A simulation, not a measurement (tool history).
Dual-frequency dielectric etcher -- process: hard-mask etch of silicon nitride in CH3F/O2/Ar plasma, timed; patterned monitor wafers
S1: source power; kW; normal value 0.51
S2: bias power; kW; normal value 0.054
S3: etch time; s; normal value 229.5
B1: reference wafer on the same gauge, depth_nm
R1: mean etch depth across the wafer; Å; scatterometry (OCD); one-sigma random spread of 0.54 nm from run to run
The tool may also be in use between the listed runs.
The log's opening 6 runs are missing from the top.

run	hour	S1	S2	S3	B1	R1
7	81.5	0.6	0.054	229.5	152.1	1669
8	95.2	0.6	0.054	229.5	151.8	1673
9	101.3	0.6	0.054	229.5	152	1672
10	110.8	0.51	0.054	229.5	152	1562
11	145.6	0.51	0.054	229.5	152	1557
12	154.7	0.51	0.054	229.5	152.1	1566
# hour 167.1: gauge calibrated
# hour 167.9: source power generator calibrated
13	171.9	0.51	0.054	271	152	1845
# hour 183.4: bias power generator calibrated
# hour 198.1: upper electrode replaced, of another model than before
14	198.6	0.51	0.054	262.5	152	1797
15	212.8	0.51	0.054	229.5	152	1578
16	223.3	0.56	0.054	229.5	151.9	1653
17	230.6	0.51	0.063	229.5	152.1	1681
18	247.3	0.51	0.054	229.5	152	1573

What does the tool deliver on the next run?
19	253.4	0.51	0.046	183.5	?	?

Run 19 yielded B1 152, R1 1184 Å.
With no hidden state in the tool, this same run would have given R1 1160 Å.

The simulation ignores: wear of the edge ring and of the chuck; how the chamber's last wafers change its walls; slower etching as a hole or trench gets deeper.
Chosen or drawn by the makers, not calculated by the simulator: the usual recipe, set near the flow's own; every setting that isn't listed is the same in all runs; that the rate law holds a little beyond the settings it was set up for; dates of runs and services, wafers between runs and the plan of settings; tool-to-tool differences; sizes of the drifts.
